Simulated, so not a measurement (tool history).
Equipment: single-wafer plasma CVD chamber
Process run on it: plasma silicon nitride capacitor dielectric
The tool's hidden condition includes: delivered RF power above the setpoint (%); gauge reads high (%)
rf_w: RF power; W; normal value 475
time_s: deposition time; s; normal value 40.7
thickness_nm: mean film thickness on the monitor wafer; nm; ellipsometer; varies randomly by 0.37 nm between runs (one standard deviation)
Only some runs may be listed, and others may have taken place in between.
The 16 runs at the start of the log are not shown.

run    hour  rf_w  time_s  wafers since the last listed run  hours since the last RF generator calibration  hours since the showerhead was replaced  hours since the gauge calibration  read-back reference wafer on the same gauge, thickness_nm  thickness_nm
 17  1427.7   545    40.7                              1836                                          150.9                                   5687.7                              503.5                                                      70.78          69.3
     1511.2  -- showerhead replaced
 18  1534.8   405    37.1                              2047                                            258                                     23.6                              610.6                                                     70.634        54.672
 19  1589.7   520      45                              1134                                          312.9                                     78.5                              665.5                                                     70.681        74.283
 20  1688.2   475    35.5                              2035                                          411.4                                      177                                764                                                     70.716        56.384
 21  1759.2   475    40.7                              1467                                          482.4                                      248                                835                                                      70.63        64.425
 22  1811.4   475    44.8                              1078                                          534.6                                    300.2                              887.2                                                     70.721        71.303
 23  1896.1   445    33.5                              1750                                          619.3                                    384.9                              971.9                                                      70.69        51.682
 24  2002.9   475    33.5                              2206                                          726.1                                    491.7                             1078.7                                                     70.627        53.208

Run 25 is up next; what results do you expect?
 25  2053.5   395    35.3                              1045                                          776.7                                    542.3                             1129.3                                                          ?             ?

read-back reference wafer on the same gauge, thickness_nm: 70.696
thickness_nm: 51.545 nm
Were there no unlogged condition in the tool, this run, its random variation unchanged, would have produced thickness_nm 51.545 nm.
